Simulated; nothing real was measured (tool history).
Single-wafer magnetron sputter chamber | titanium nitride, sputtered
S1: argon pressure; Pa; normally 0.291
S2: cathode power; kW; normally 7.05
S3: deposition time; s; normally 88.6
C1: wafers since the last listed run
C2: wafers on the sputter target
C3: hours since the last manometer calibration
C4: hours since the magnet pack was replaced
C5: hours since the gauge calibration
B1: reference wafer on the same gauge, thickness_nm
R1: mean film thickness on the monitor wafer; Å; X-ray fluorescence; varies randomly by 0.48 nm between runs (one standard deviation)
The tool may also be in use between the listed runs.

{"run": 1, "hour": 0.0, "S1": 0.291, "S2": 7.05, "S3": 88.6, "C1": 0, "C2": 6239, "C3": 1361.4, "C4": 5232.5, "C5": 1034.3, "B1": 136.086, "R1": 1236.09}
{"hour": 51.2, "done": "sputter target and shields replaced"}
{"run": 2, "hour": 100.0, "S1": 0.291, "S2": 7.05, "S3": 88.6, "C1": 1124, "C2": 596, "C3": 1461.4, "C4": 5332.5, "C5": 1134.3, "B1": 135.841, "R1": 1267.07}
{"run": 3, "hour": 205.2, "S1": 0.291, "S2": 7.05, "S3": 88.6, "C1": 1286, "C2": 1883, "C3": 1566.6, "C4": 5437.7, "C5": 1239.5, "B1": 136.069, "R1": 1260.47}
{"run": 4, "hour": 262.1, "S1": 0.291, "S2": 7.05, "S3": 79.4, "C1": 695, "C2": 2579, "C3": 1623.5, "C4": 5494.6, "C5": 1296.4, "B1": 136.062, "R1": 1123.03}
{"run": 5, "hour": 353.1, "S1": 0.291, "S2": 7.05, "S3": 79.4, "C1": 1112, "C2": 3691, "C3": 1714.5, "C4": 5585.6, "C5": 1387.4, "B1": 135.95, "R1": 1130.53}
{"run": 6, "hour": 392.7, "S1": 0.291, "S2": 7.05, "S3": 79.4, "C1": 484, "C2": 4175, "C3": 1754.1, "C4": 5625.2, "C5": 1427, "B1": 135.956, "R1": 1121.41}
{"run": 7, "hour": 465.9, "S1": 0.213, "S2": 5.9, "S3": 88.6, "C1": 895, "C2": 5071, "C3": 1827.3, "C4": 5698.4, "C5": 1500.2, "B1": 136.207, "R1": 1140.12}
{"run": 8, "hour": 565.7, "S1": 0.213, "S2": 5.9, "S3": 88.6, "C1": 1220, "C2": 6291, "C3": 1927.1, "C4": 5798.2, "C5": 1600, "B1": 135.972, "R1": 1130.21}
{"hour": 622.2, "done": "gauge calibrated"}
{"run": 9, "hour": 655.3, "S1": 0.213, "S2": 5.9, "S3": 88.6, "C1": 1095, "C2": 7387, "C3": 2016.7, "C4": 5887.8, "C5": 33.1, "B1": 136.179, "R1": 1119.47}
{"hour": 666.5, "done": "capacitance manometer re-zeroed and calibrated"}
{"run": 10, "hour": 742.0, "S1": 0.291, "S2": 7.05, "S3": 88.6, "C1": 962, "C2": 8349, "C3": 75.5, "C4": 5974.5, "C5": 119.8, "B1": 135.92, "R1": 1210.79}
{"hour": 783.9, "done": "sputter target and shields replaced"}
{"run": 11, "hour": 784.4, "S1": 0.291, "S2": 7.05, "S3": 88.6, "C1": 420, "C2": 5, "C3": 117.9, "C4": 6016.9, "C5": 162.2, "B1": 135.997, "R1": 1262.06}
{"run": 12, "hour": 840.9, "S1": 0.243, "S2": 8.5, "S3": 80.2, "C1": 690, "C2": 696, "C3": 174.4, "C4": 6073.4, "C5": 218.7, "B1": 135.962, "R1": 1321.17}
{"hour": 863.1, "done": "magnet pack replaced, of another model than before"}
{"run": 13, "hour": 908.8, "S1": 0.179, "S2": 5.9, "S3": 88.6, "C1": 732, "C2": 1428, "C3": 242.3, "C4": 45.7, "C5": 286.6, "B1": 136.026, "R1": 1146.59}
{"run": 14, "hour": 974.6, "S1": 0.243, "S2": 8.5, "S3": 80.2, "C1": 804, "C2": 2233, "C3": 308.1, "C4": 111.5, "C5": 352.4, "B1": 136.058, "R1": 1314.34}
{"run": 15, "hour": 1051.4, "S1": 0.238, "S2": 5.8, "S3": 88.6, "C1": 939, "C2": 3172, "C3": 384.9, "C4": 188.3, "C5": 429.2, "B1": 135.955, "R1": 1123.44}
{"run": 16, "hour": 1128.1, "S1": 0.291, "S2": 7.05, "S3": 96.9, "C1": 937, "C2": 4110, "C3": 461.6, "C4": 265, "C5": 505.9, "B1": 136.026, "R1": 1372.71}
{"run": 17, "hour": 1205.3, "S1": 0.207, "S2": 5.5, "S3": 83.9, "C1": 943, "C2": 5054, "C3": 538.8, "C4": 342.2, "C5": 583.1, "B1": 135.906, "R1": 1023.4}
{"run": 18, "hour": 1286.9, "S1": 0.405, "S2": 5.35, "S3": 88.6, "C1": 997, "C2": 6052, "C3": 620.4, "C4": 423.8, "C5": 664.7, "B1": 135.995, "R1": 1019.77}
{"run": 19, "hour": 1371.0, "S1": 0.34, "S2": 7.85, "S3": 88.6, "C1": 1028, "C2": 7080, "C3": 704.5, "C4": 507.9, "C5": 748.8, "B1": 136.06, "R1": 1318.44}
{"hour": 1408.8, "done": "sputter target and shields replaced"}
{"run": 20, "hour": 1410.4, "S1": 0.203, "S2": 7.65, "S3": 88.6, "C1": 383, "C2": 19, "C3": 743.9, "C4": 547.3, "C5": 788.2, "B1": 135.914, "R1": 1358.09}
{"run": 21, "hour": 1505.3, "S1": 0.291, "S2": 7.05, "S3": 88.6, "C1": 1160, "C2": 1180, "C3": 838.8, "C4": 642.2, "C5": 883.1, "B1": 135.966, "R1": 1262.37}
{"run": 22, "hour": 1593.3, "S1": 0.291, "S2": 8.75, "S3": 88.6, "C1": 1076, "C2": 2256, "C3": 926.8, "C4": 730.2, "C5": 971.1, "B1": 136.088, "R1": 1466.82}
{"run": 23, "hour": 1630.9, "S1": 0.291, "S2": 7.05, "S3": 88.6, "C1": 459, "C2": 2716, "C3": 964.4, "C4": 767.8, "C5": 1008.7, "B1": 136.157, "R1": 1269.58}
{"run": 24, "hour": 1704.5, "S1": 0.291, "S2": 7.05, "S3": 88.6, "C1": 899, "C2": 3616, "C3": 1038, "C4": 841.4, "C5": 1082.3, "B1": 136.206, "R1": 1248.61}
{"run": 25, "hour": 1768.4, "S1": 0.397, "S2": 8.1, "S3": 97.6, "C1": 781, "C2": 4397, "C3": 1101.9, "C4": 905.3, "C5": 1146.2, "B1": 135.924, "R1": 1488.89}
{"run": 26, "hour": 1823.4, "S1": 0.291, "S2": 5.8, "S3": 72.4, "C1": 672, "C2": 5069, "C3": 1156.9, "C4": 960.3, "C5": 1201.2, "B1": 136.108, "R1": 902.04}
{"run": 27, "hour": 1919.4, "S1": 0.213, "S2": 7.05, "S3": 88.6, "C1": 1173, "C2": 6243, "C3": 1252.9, "C4": 1056.3, "C5": 1297.2, "B1": 136.036, "R1": 1258.37}
{"run": 28, "hour": 1974.4, "S1": 0.226, "S2": 7.05, "S3": 88.6, "C1": 672, "C2": 6916, "C3": 1307.9, "C4": 1111.3, "C5": 1352.2, "B1": 136.115, "R1": 1235.56}
{"run": 29, "hour": 2094.3, "S1": 0.291, "S2": 8.2, "S3": 71.4, "C1": 1466, "C2": 8382, "C3": 1427.8, "C4": 1231.2, "C5": 1472.1, "B1": 135.771, "R1": 1085.89}
{"hour": 2114.5, "done": "sputter target and shields replaced"}
{"run": 30, "hour": 2160.0, "S1": 0.291, "S2": 7.05, "S3": 88.6, "C1": 705, "C2": 556, "C3": 1493.5, "C4": 1296.9, "C5": 1537.8, "B1": 135.954, "R1": 1268.46}
{"run": 31, "hour": 2209.9, "S1": 0.291, "S2": 7.7, "S3": 88.6, "C1": 610, "C2": 1166, "C3": 1543.4, "C4": 1346.8, "C5": 1587.7, "B1": 135.92, "R1": 1335.39}
{"run": 32, "hour": 2266.4, "S1": 0.315, "S2": 7.05, "S3": 88.6, "C1": 690, "C2": 1857, "C3": 1599.9, "C4": 1403.3, "C5": 1644.2, "B1": 136.208, "R1": 1260.93}
{"run": 33, "hour": 2334.5, "S1": 0.291, "S2": 7.05, "S3": 88.6, "C1": 832, "C2": 2689, "C3": 1668, "C4": 1471.4, "C5": 1712.3, "B1": 135.854, "R1": 1253.96}

Hidden state at the last listed run before each entry between runs and at the first one after, where it differs:
After run 1, before run 2: sputter target and shields replaced (hour 51.2)
  deposition rate above that of a new target (%): -2.7 -> -0.271
  measured less the result without the state, R1: -34.35 -> -3.44 Å
After run 8, before run 9: gauge calibrated (hour 622.2)
  deposition rate above that of a new target (%): -2.61 -> -3.5
  measured less the result without the state, R1: -30.25 -> -40.6 Å
After run 9, before run 10: capacitance manometer re-zeroed and calibrated (hour 666.5)
  deposition rate above that of a new target (%): -3.5 -> -4.5
  measured less the result without the state, R1: -40.6 -> -57.04 Å
After run 10, before run 11: sputter target and shields replaced (hour 783.9)
  deposition rate above that of a new target (%): -4.5 -> -0.079
  measured less the result without the state, R1: -57.04 -> -0.99 Å
After run 12, before run 13: magnet pack replaced, of another model than before (hour 863.1)
  deposition rate above that of a new target (%): -0.108 -> -0.218
  measured less the result without the state, R1: -1.42 -> -2.5 Å
After run 19, before run 20: sputter target and shields replaced (hour 1408.8)
  deposition rate above that of a new target (%): -3.15 -> -0.0751
  measured less the result without the state, R1: -42.86 -> -1.02 Å
After run 29, before run 30: sputter target and shields replaced (hour 2114.5)
  deposition rate above that of a new target (%): -4.26 -> -0.072
  measured less the result without the state, R1: -48.31 -> -0.91 Å
